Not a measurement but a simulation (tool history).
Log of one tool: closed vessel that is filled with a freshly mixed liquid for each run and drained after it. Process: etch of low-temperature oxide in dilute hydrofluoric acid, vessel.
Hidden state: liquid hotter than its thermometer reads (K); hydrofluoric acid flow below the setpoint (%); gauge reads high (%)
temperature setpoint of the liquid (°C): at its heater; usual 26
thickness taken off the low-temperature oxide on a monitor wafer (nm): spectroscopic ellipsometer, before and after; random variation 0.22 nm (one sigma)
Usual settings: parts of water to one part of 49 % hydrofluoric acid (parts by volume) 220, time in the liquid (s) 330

| run | day | temperature setpoint of the liquid (°C) | parts of water to one part of 49 % hydrofluoric acid (parts by volume) | time in the liquid (s) | wafers since the last listed run | hours since the thermometer was replaced | hours since the hydrofluoric acid flow meter was replaced | hours since the gauge calibration | read-back film thickness of the low-temperature oxide reference wafer, read on the same gauge (nm) | thickness taken off the low-temperature oxide on a monitor wafer (nm) |
|---|---|---|---|---|---|---|---|---|---|---|
| 1 | 0 | 26 | 220 | 330 | 0 | 2293.4 | 1686.9 | 560.7 | 109.99 | 31.27 |
| 2 | 0.783 | 26 | 150 | 490 | 1249 | 2312.2 | 1705.7 | 579.5 | 110 | 72.58 |
| 3 | 2.004 | 26 | 150 | 490 | 1947 | 2341.5 | 1735 | 608.8 | 109.99 | 73.94 |
| 4 | 2.754 | 24 | 220 | 230 | 1196 | 2359.5 | 1753 | 626.8 | 110.01 | 20.37 |
| 5 | 3.467 | 26 | 220 | 330 | 1136 | 2376.6 | 1770.1 | 643.9 | 110.01 | 31.24 |
| 6 | 4.079 | 28.5 | 220 | 185 | 976 | 2391.3 | 1784.8 | 658.6 | 110 | 18.95 |
| 7 | 4.921 | 28.5 | 220 | 185 | 1342 | 2411.5 | 1805 | 678.8 | 110.02 | 18.92 |
| 8 | 7.067 | 26 | 220 | 330 | 3422 | 2463 | 1856.5 | 730.3 | 109.99 | 31.33 |
| 9 | 7.871 | 26 | 220 | 330 | 1282 | 2482.3 | 1875.8 | 749.6 | 110 | 31.13 |
| 10 | 8.467 | 26 | 220 | 330 | 950 | 2496.6 | 1890.1 | 763.9 | 110 | 31.55 |
| 11 | 9 | 26 | 220 | 330 | 850 | 2509.4 | 1902.9 | 776.7 | 109.99 | 31.17 |
| 12 | 10.4 | 30.5 | 115 | 230 | 2233 | 2543 | 1936.5 | 810.3 | 110.01 | 56.79 |
| 13 | 11.392 | 26 | 145 | 185 | 1581 | 2566.8 | 1960.3 | 834.1 | 109.99 | 29.24 |
| 14 | 12.492 | 21.5 | 250 | 330 | 1754 | 2593.2 | 1986.7 | 860.5 | 110 | 22.98 |
|  | 13.538 | gauge calibrated |
| 15 | 13.696 | 26 | 220 | 330 | 1920 | 2622.1 | 2015.6 | 3.8 | 110 | 31.46 |
|  | 14.367 | thermometer replaced |
|  | 15.95 | hydrofluoric acid flow meter replaced |
| 16 | 16.533 | 26 | 220 | 415 | 4393 | 52 | 14 | 71.9 | 110 | 36.36 |
| 17 | 17.867 | 29 | 220 | 275 | 2126 | 84 | 46 | 103.9 | 110 | 26.02 |
| 18 | 18.467 | 28 | 145 | 275 | 957 | 98.4 | 60.4 | 118.3 | 109.98 | 42.35 |
| 19 | 19.288 | 22 | 220 | 480 | 1309 | 118.1 | 80.1 | 138 | 110.01 | 36.23 |
| 20 | 19.846 | 26 | 220 | 330 | 890 | 131.5 | 93.5 | 151.4 | 110 | 29.17 |
| 21 | 20.438 | 23 | 260 | 205 | 943 | 145.7 | 107.7 | 165.6 | 109.99 | 13 |
| 22 | 21.167 | 30 | 260 | 425 | 1163 | 163.2 | 125.2 | 183.1 | 110 | 34.75 |
| 23 | 22.133 | 28 | 220 | 330 | 1541 | 186.4 | 148.4 | 206.3 | 110 | 30.8 |
| 24 | 23.283 | 26 | 135 | 330 | 1834 | 214 | 176 | 233.9 | 109.99 | 52.5 |
| 25 | 24.217 | 26 | 185 | 440 | 1488 | 236.4 | 198.4 | 256.3 | 110 | 47.16 |
| 26 | 24.738 | 26 | 220 | 330 | 830 | 248.9 | 210.9 | 268.8 | 110.04 | 28.76 |
| 27 | 25.933 | 26 | 220 | 330 | 1907 | 277.6 | 239.6 | 297.5 | 110.04 | 28.87 |
| 28 | 28.567 | 27.5 | 270 | 330 | 4200 | 340.8 | 302.8 | 360.7 | 109.99 | 23.49 |
| 29 | 29.554 | 22 | 220 | 330 | 1575 | 364.5 | 326.5 | 384.4 | 110 | 24.85 |
| 30 | 30.804 | 26 | 300 | 330 | 1993 | 394.5 | 356.5 | 414.4 | 109.99 | 19.52 |
| 31 | 31.775 | 21.5 | 135 | 170 | 1548 | 417.8 | 379.8 | 437.7 | 110 | 22.47 |
| 32 | 32.496 | 26 | 220 | 155 | 1149 | 435.1 | 397.1 | 455 | 110.01 | 13.75 |

Forecast each of these 4 alternatives for the next run:
| A | 32.525 | 26 | 295 | 330 | 46 | 435.8 | 397.8 | 455.7 | ? | ? |
| B | 32.525 | 26 | 115 | 330 | 46 | 435.8 | 397.8 | 455.7 | ? | ? |
| C | 32.525 | 21.5 | 220 | 175 | 46 | 435.8 | 397.8 | 455.7 | ? | ? |
| D | 32.525 | 24.5 | 220 | 430 | 46 | 435.8 | 397.8 | 455.7 | ? | ? |

| run | read-back film thickness of the low-temperature oxide reference wafer, read on the same gauge (nm) | thickness taken off the low-temperature oxide on a monitor wafer (nm) |
|---|---|---|
| A | 110.02 | 19.84 |
| B | 110.02 | 62.57 |
| C | 110.02 | 13 |
| D | 110.02 | 35.63 |
Without the tool's hidden state the same runs would have given:
| run | thickness taken off the low-temperature oxide on a monitor wafer (nm) |
|---|---|
| A | 19.27 |
| B | 60.52 |
| C | 12.58 |
| D | 34.53 |
